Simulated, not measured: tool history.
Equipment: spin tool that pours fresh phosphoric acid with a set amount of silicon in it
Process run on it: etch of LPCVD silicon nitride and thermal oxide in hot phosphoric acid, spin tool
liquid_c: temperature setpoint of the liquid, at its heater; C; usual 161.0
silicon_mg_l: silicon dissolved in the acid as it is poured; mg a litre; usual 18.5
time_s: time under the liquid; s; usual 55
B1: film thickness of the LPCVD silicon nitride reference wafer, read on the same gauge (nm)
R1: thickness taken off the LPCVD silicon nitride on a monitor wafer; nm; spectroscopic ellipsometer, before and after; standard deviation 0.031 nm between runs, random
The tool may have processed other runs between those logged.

Run 1, hour 0.0: usual settings; B1 70.032. Result: R1 4.899 nm.
Run 2, hour 31.4: usual settings; B1 70.003. Result: R1 4.877 nm.
At hour 71.6: gauge calibrated.
At hour 75.0: thermometer replaced.
Run 3, hour 99.6: usual settings; B1 70.003. Result: R1 4.497 nm.
At hour 108.8: heated supply line repaired.
Run 4, hour 117.3: usual settings; B1 70.016. Result: R1 5.132 nm.
Run 5, hour 138.8: usual settings; B1 70.017. Result: R1 5.129 nm.
Run 6, hour 161.6: usual settings; B1 70.020. Result: R1 5.104 nm.
Run 7, hour 183.1: usual settings; B1 69.996. Result: R1 5.053 nm.
Run 8, hour 206.8: usual settings but liquid_c 162.5 C; B1 70.003. Result: R1 5.359 nm.
Run 9, hour 222.3: usual settings but liquid_c 160.0 C, silicon_mg_l 14.5 mg a litre; B1 69.993. Result: R1 4.922 nm.
Run 10, hour 239.6: usual settings; B1 70.024. Result: R1 5.100 nm.
At hour 244.7: dissolved silicon flow meter replaced.
Run 11, hour 264.6: usual settings but liquid_c 160.0 C, silicon_mg_l 8.0 mg a litre; B1 70.006. Result: R1 4.902 nm.

Estimate the outcome of run 12 from the log above:
Run 12, hour 288.5: usual settings but silicon_mg_l 29.0 mg a litre, time_s 40 s; B1 ?. Result: R1 ?.

B1: 70.010
R1: 3.727 nm
With no hidden state in the tool, this same run would have given R1 3.768 nm.

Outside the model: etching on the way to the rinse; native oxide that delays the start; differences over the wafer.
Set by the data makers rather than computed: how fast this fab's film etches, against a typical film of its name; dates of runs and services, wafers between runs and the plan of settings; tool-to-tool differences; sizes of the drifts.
